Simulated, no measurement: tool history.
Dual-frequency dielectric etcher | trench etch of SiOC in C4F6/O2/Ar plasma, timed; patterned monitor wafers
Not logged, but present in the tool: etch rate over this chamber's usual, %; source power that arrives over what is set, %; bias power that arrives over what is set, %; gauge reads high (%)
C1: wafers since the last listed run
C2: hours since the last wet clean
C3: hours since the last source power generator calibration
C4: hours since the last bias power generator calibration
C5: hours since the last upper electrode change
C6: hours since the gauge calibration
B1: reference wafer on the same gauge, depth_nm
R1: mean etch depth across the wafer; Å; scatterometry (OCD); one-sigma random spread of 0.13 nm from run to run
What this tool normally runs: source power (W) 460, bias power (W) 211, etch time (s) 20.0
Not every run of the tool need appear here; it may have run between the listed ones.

{"run": 1, "hour": 0.0, "source power (W)": 460, "bias power (W)": 211, "etch time (s)": 20.0, "C1": 0, "C2": 328.7, "C3": 3316.1, "C4": 1467.4, "C5": 2662.2, "C6": 197.5, "B1": 37.69, "R1": 433.7}
{"hour": 9.6, "done": "wet clean of the chamber"}
{"run": 2, "hour": 25.2, "source power (W)": 460, "bias power (W)": 211, "etch time (s)": 20.0, "C1": 176, "C2": 15.6, "C3": 3341.3, "C4": 1492.6, "C5": 2687.4, "C6": 222.7, "B1": 37.68, "R1": 428.3}
{"run": 3, "hour": 37.4, "source power (W)": 460, "bias power (W)": 231, "etch time (s)": 20.0, "C1": 138, "C2": 27.8, "C3": 3353.5, "C4": 1504.8, "C5": 2699.6, "C6": 234.9, "B1": 37.69, "R1": 445.5}
{"run": 4, "hour": 69.6, "source power (W)": 460, "bias power (W)": 231, "etch time (s)": 20.0, "C1": 364, "C2": 60.0, "C3": 3385.7, "C4": 1537.0, "C5": 2731.8, "C6": 267.1, "B1": 37.69, "R1": 447.4}
{"run": 5, "hour": 92.9, "source power (W)": 520, "bias power (W)": 211, "etch time (s)": 22.5, "C1": 263, "C2": 83.3, "C3": 3409.0, "C4": 1560.3, "C5": 2755.1, "C6": 290.4, "B1": 37.69, "R1": 514.1}
{"run": 6, "hour": 106.9, "source power (W)": 460, "bias power (W)": 211, "etch time (s)": 20.0, "C1": 158, "C2": 97.3, "C3": 3423.0, "C4": 1574.3, "C5": 2769.1, "C6": 304.4, "B1": 37.68, "R1": 431.4}
{"run": 7, "hour": 136.0, "source power (W)": 460, "bias power (W)": 211, "etch time (s)": 20.0, "C1": 329, "C2": 126.4, "C3": 3452.1, "C4": 1603.4, "C5": 2798.2, "C6": 333.5, "B1": 37.7, "R1": 431.3}
{"run": 8, "hour": 149.5, "source power (W)": 460, "bias power (W)": 211, "etch time (s)": 20.0, "C1": 152, "C2": 139.9, "C3": 3465.6, "C4": 1616.9, "C5": 2811.7, "C6": 347.0, "B1": 37.7, "R1": 429.4}
{"hour": 183.7, "done": "upper electrode replaced"}
{"run": 9, "hour": 184.2, "source power (W)": 460, "bias power (W)": 211, "etch time (s)": 20.0, "C1": 121, "C2": 174.6, "C3": 3500.3, "C4": 1651.6, "C5": 0.5, "C6": 381.7, "B1": 37.7, "R1": 429.3}
{"hour": 201.1, "done": "bias power generator calibrated"}
{"run": 10, "hour": 203.3, "source power (W)": 460, "bias power (W)": 176, "etch time (s)": 20.0, "C1": 170, "C2": 193.7, "C3": 3519.4, "C4": 2.2, "C5": 19.6, "C6": 400.8, "B1": 37.72, "R1": 404.2}
{"run": 11, "hour": 238.1, "source power (W)": 460, "bias power (W)": 176, "etch time (s)": 20.0, "C1": 393, "C2": 228.5, "C3": 3554.2, "C4": 37.0, "C5": 54.4, "C6": 435.6, "B1": 37.71, "R1": 403.8}
{"run": 12, "hour": 260.4, "source power (W)": 380, "bias power (W)": 165, "etch time (s)": 24.0, "C1": 252, "C2": 250.8, "C3": 3576.5, "C4": 59.3, "C5": 76.7, "C6": 457.9, "B1": 37.7, "R1": 427.9}
{"hour": 314.5, "done": "source power generator calibrated"}
{"hour": 315.7, "done": "wet clean of the chamber"}
{"run": 13, "hour": 316.2, "source power (W)": 460, "bias power (W)": 211, "etch time (s)": 20.0, "C1": 572, "C2": 0.5, "C3": 1.7, "C4": 115.1, "C5": 132.5, "C6": 513.7, "B1": 37.71, "R1": 432.4}
{"run": 14, "hour": 342.3, "source power (W)": 460, "bias power (W)": 211, "etch time (s)": 14.5, "C1": 295, "C2": 26.6, "C3": 27.8, "C4": 141.2, "C5": 158.6, "C6": 539.8, "B1": 37.7, "R1": 310.3}
{"run": 15, "hour": 367.2, "source power (W)": 530, "bias power (W)": 211, "etch time (s)": 20.0, "C1": 281, "C2": 51.5, "C3": 52.7, "C4": 166.1, "C5": 183.5, "C6": 564.7, "B1": 37.69, "R1": 464.3}
{"hour": 419.4, "done": "gauge calibrated"}
{"run": 16, "hour": 434.8, "source power (W)": 510, "bias power (W)": 166, "etch time (s)": 21.5, "C1": 764, "C2": 119.1, "C3": 120.3, "C4": 233.7, "C5": 251.1, "C6": 15.4, "B1": 37.7, "R1": 445.7}
{"run": 17, "hour": 449.6, "source power (W)": 360, "bias power (W)": 178, "etch time (s)": 14.0, "C1": 167, "C2": 133.9, "C3": 135.1, "C4": 248.5, "C5": 265.9, "C6": 30.2, "B1": 37.69, "R1": 246.9}
{"run": 18, "hour": 472.8, "source power (W)": 420, "bias power (W)": 260, "etch time (s)": 22.0, "C1": 262, "C2": 157.1, "C3": 158.3, "C4": 271.7, "C5": 289.1, "C6": 53.4, "B1": 37.71, "R1": 494.0}
{"run": 19, "hour": 491.2, "source power (W)": 460, "bias power (W)": 211, "etch time (s)": 23.0, "C1": 208, "C2": 175.5, "C3": 176.7, "C4": 290.1, "C5": 307.5, "C6": 71.8, "B1": 37.7, "R1": 496.2}
{"run": 20, "hour": 526.3, "source power (W)": 460, "bias power (W)": 176, "etch time (s)": 20.0, "C1": 397, "C2": 210.6, "C3": 211.8, "C4": 325.2, "C5": 342.6, "C6": 106.9, "B1": 37.69, "R1": 400.6}
{"run": 21, "hour": 549.1, "source power (W)": 460, "bias power (W)": 211, "etch time (s)": 20.0, "C1": 257, "C2": 233.4, "C3": 234.6, "C4": 348.0, "C5": 365.4, "C6": 129.7, "B1": 37.69, "R1": 432.1}
{"run": 22, "hour": 567.7, "source power (W)": 410, "bias power (W)": 191, "etch time (s)": 20.0, "C1": 210, "C2": 252.0, "C3": 253.2, "C4": 366.6, "C5": 384.0, "C6": 148.3, "B1": 37.72, "R1": 391.5}

Below are 4 alternative next runs, each starting from the tool's condition after run 22. Predict each:
{"run": "A", "hour": 568.1, "source power (W)": 460, "bias power (W)": 211, "etch time (s)": 20.0, "C1": 4, "C2": 252.4, "C3": 253.6, "C4": 367.0, "C5": 384.4, "C6": 148.7, "B1": "?", "R1": "?"}
{"run": "B", "hour": 568.1, "source power (W)": 570, "bias power (W)": 211, "etch time (s)": 20.0, "C1": 4, "C2": 252.4, "C3": 253.6, "C4": 367.0, "C5": 384.4, "C6": 148.7, "B1": "?", "R1": "?"}
{"run": "C", "hour": 568.1, "source power (W)": 530, "bias power (W)": 255, "etch time (s)": 22.0, "C1": 4, "C2": 252.4, "C3": 253.6, "C4": 367.0, "C5": 384.4, "C6": 148.7, "B1": "?", "R1": "?"}
{"run": "D", "hour": 568.1, "source power (W)": 340, "bias power (W)": 259, "etch time (s)": 22.5, "C1": 4, "C2": 252.4, "C3": 253.6, "C4": 367.0, "C5": 384.4, "C6": 148.7, "B1": "?", "R1": "?"}

run=A B1=37.71 R1=432.4
run=B B1=37.71 R1=480.8
run=C B1=37.71 R1=548.8
run=D B1=37.71 R1=448.9
Without the tool's hidden state the same runs would have given:
run=A R1=432.4
run=B R1=480.8
run=C R1=548.8
run=D R1=448.9
